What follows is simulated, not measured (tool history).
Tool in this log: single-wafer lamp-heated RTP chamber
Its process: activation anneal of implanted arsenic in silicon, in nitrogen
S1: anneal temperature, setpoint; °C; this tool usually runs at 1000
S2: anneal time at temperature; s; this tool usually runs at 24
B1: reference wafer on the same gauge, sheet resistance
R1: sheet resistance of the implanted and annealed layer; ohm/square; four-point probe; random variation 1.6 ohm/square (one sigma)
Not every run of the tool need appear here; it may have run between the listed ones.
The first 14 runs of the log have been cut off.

run	hour	S1	S2	B1	R1
# hour 746.3: pyrometer window cleaned and pyrometer calibrated
15	773.2	1027	38	430.23	458.66
16	822.5	1000	24	429.84	477.34
17	865.4	1015	18	430.05	474.31
18	915.3	1012	28	430.26	471.55
19	980.5	1000	24	429.7	473.48
20	1034.6	1000	24	430.22	478.93
21	1110.8	1000	24	429.89	477.82
# hour 1155.2: reflector plate cleaned
22	1178.6	985	32	429.82	480.67
23	1250.3	1021	37	428.63	457.53
24	1309.2	988	24	429.08	480.53
25	1347.8	1012	12	427.83	479.82
26	1424.2	1000	24	427.53	475.73
# hour 1469.2: pyrometer window cleaned and pyrometer calibrated
27	1469.7	1000	24	427.14	474.7
28	1508.4	1000	24	426.96	474.38

Run 29 has not been measured yet. What should we expect?
29	1555.3	1014	28	?	?

Run 29 came out at B1 426.73, R1 463.81 ohm/square.
On a tool with no hidden condition, and with the same random variation, this run would have come out at R1 465.53 ohm/square.

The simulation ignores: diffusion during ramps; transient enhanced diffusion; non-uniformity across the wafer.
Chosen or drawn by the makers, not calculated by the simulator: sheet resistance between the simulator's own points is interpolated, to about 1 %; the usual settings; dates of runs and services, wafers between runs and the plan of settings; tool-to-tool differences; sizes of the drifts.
